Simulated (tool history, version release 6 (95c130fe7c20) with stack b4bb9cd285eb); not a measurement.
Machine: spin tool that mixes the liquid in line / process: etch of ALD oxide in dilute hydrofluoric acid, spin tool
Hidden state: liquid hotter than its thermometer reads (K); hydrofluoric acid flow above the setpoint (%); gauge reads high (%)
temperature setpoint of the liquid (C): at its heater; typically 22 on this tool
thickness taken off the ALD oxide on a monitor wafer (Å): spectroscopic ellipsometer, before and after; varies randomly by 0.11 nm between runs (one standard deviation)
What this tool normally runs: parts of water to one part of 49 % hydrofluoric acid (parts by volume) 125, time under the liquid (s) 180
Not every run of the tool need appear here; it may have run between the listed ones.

run	hour	temperature setpoint of the liquid (C)	parts of water to one part of 49 % hydrofluoric acid (parts by volume)	time under the liquid (s)	wafers since the last listed run	hours since the thermometer was replaced	hours since the hydrofluoric acid flow meter was replaced	hours since the gauge calibration	read-back film thickness of the ALD oxide reference wafer, read on the same gauge (nm)	thickness taken off the ALD oxide on a monitor wafer (Å)
1	0	22	125	180	0	207.1	251	367.4	80.03	178.6
2	20.5	22	125	180	141	227.6	271.5	387.9	79.97	178.4
3	35.2	22	125	180	101	242.3	286.2	402.6	80.01	177
4	56.8	22	125	240	149	263.9	307.8	424.2	80.05	236.7
5	77.8	22	125	240	145	284.9	328.8	445.2	79.99	238.5
6	107	22	125	180	201	314.1	358	474.4	80.02	179.8
# hour 109.4: gauge calibrated
7	132.4	22	125	180	175	339.5	383.4	23	80.01	180.1
8	183.8	22	125	180	355	390.9	434.8	74.4	80.01	180.1
9	204.9	22	125	180	145	412	455.9	95.5	80.01	179.5
10	238.5	22	125	180	232	445.6	489.5	129.1	80	180
11	269.4	22	125	180	213	476.5	520.4	160	80.03	181.6
12	287	22	125	180	121	494.1	538	177.6	80	180.9
13	319.9	22	125	180	227	527	570.9	210.5	80.02	182.9
14	340.9	23.5	125	180	145	548	591.9	231.5	80	191.3
15	359.3	23.5	125	180	127	566.4	610.3	249.9	79.98	192
16	380.2	22	125	180	144	587.3	631.2	270.8	79.97	183.4
17	399.1	22	125	180	130	606.2	650.1	289.7	79.97	182.4
18	433.5	25	125	260	237	640.6	684.5	324.1	80	295.5
19	467.4	18	110	290	234	674.5	718.4	358	80.06	287.1
20	480.6	26	125	180	91	687.7	731.6	371.2	80	212.5
# hour 507.9: thermometer replaced
21	514.1	26.5	90	230	224	6.2	765.1	404.7	80.02	400.3
22	535.6	22	125	180	148	27.7	786.6	426.2	80.02	181.5
# hour 545.7: gauge calibrated
23	551.7	24.5	90	80	111	43.8	802.7	6	80.01	130
# hour 568.6: hydrofluoric acid flow meter replaced
24	578	22	125	180	174	70.1	9.4	32.3	80.04	176.2
25	610.9	26	125	140	227	103	42.3	65.2	79.97	160.7
26	639.3	22	150	225	196	131.4	70.7	93.6	79.97	180.2
27	665.5	22	175	180	181	157.6	96.9	119.8	80.01	119.4
28	742.3	22	75	210	531	234.4	173.7	196.6	79.96	363.4
29	762.8	19	90	255	141	254.9	194.2	217.1	79.96	324.1
30	782.3	22	125	180	134	274.4	213.7	236.6	79.98	178.5
31	797.1	24	155	90	102	289.2	228.5	251.4	79.98	75.6
32	813.3	22	125	180	112	305.4	244.7	267.6	79.96	176.8

Some steps in thickness taken off the ALD oxide on a monitor wafer (Å) between neighbouring runs. How much of each would the tool show without its hidden state too (settings, what came in, random variation), and how much is left for the hidden state, with any gauge scatter that isn't in both results?
Run 17 -> 18: temperature setpoint of the liquid (C) 22 -> 25, time under the liquid (s) 180 -> 260. thickness taken off the ALD oxide on a monitor wafer (Å) +113.1: hidden state +5.1, all else +108.
Run 20 -> 21: temperature setpoint of the liquid (C) 26 -> 26.5, parts of water to one part of 49 % hydrofluoric acid (parts by volume) 125 -> 90, time under the liquid (s) 180 -> 230, thermometer replaced. thickness taken off the ALD oxide on a monitor wafer (Å) +187.8: hidden state +8.5, all else +179.3.
Run 21 -> 22: temperature setpoint of the liquid (C) 26.5 -> 22, parts of water to one part of 49 % hydrofluoric acid (parts by volume) 90 -> 125, time under the liquid (s) 230 -> 180. thickness taken off the ALD oxide on a monitor wafer (Å) -218.8: hidden state -9.5, all else -209.3.
Run 27 -> 28: parts of water to one part of 49 % hydrofluoric acid (parts by volume) 175 -> 75, time under the liquid (s) 180 -> 210. thickness taken off the ALD oxide on a monitor wafer (Å) +244: hidden state +4.3, all else +239.7.
